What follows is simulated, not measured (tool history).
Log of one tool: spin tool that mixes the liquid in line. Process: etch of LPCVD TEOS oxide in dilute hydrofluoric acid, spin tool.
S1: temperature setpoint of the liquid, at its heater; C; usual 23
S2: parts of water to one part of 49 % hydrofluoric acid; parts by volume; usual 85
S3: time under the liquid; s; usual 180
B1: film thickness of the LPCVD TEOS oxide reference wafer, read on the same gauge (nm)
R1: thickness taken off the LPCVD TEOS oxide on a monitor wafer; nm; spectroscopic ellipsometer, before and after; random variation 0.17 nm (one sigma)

run   hour    S1   S2   S3      B1      R1
  1      0    23   85  180  129.98   47.72
  2   35.4    23   85  180  129.97   47.98
  3   64.4    23   85  180  130.02   48.04
  4   92.8    23   85  180  129.97   47.87
  5  106.7    23   85  180  129.98   47.88
  6  135.7    23   85  180  130.02   47.49
  7  156.1    23   85  265  130.01   70.25
  8  184.4    23   85  180  129.99   47.58
  9  197.4    23   85  180  130.02   47.33
 10    229    23   85  115  130.04   30.28
     233.6  -- gauge calibrated
 11  252.8    23   85  115  130.02   30.36
 12  276.8    23   85  115     130   30.41
 13  290.2    23   85  180  129.99   47.67
 14  312.7    23   85  180  129.98   47.57
 15  331.7    23   50  100  130.02   46.74
     387.7  -- hydrofluoric acid flow meter replaced
 16  390.2    23   85  115  129.99   31.09
 17  410.1  24.5   50  245  129.97  125.36
     487.6  -- thermometer replaced
 18  493.3  27.5  120  180  129.99   39.26
 19  592.2    23   85  180     130   48.64
 20  618.9    28  100  180  130.03   49.08
 21  634.7    20   95  180  130.01   37.82
 22  669.1    23   85  180  129.99    48.5
 23  704.6    23   55  125  130.03   54.12
 24  725.2  19.5   85  245  129.99   56.82
 25  747.3  25.5  120  265  130.01   53.64
 26  760.9    23   85  180  129.99    48.4

Forecast each of these 3 alternatives for the next run:
  A  761.4    23  105  180   ?   ?
  B  761.4    23  105  100   ?   ?
  C  761.4  18.5  115   80   ?   ?

run      B1     R1
  A  130.02     38
  B  130.02  21.11
  C  130.02  12.71
Without the tool's hidden state the same runs would have given:
run     R1
  A  38.47
  B  21.37
  C  12.86
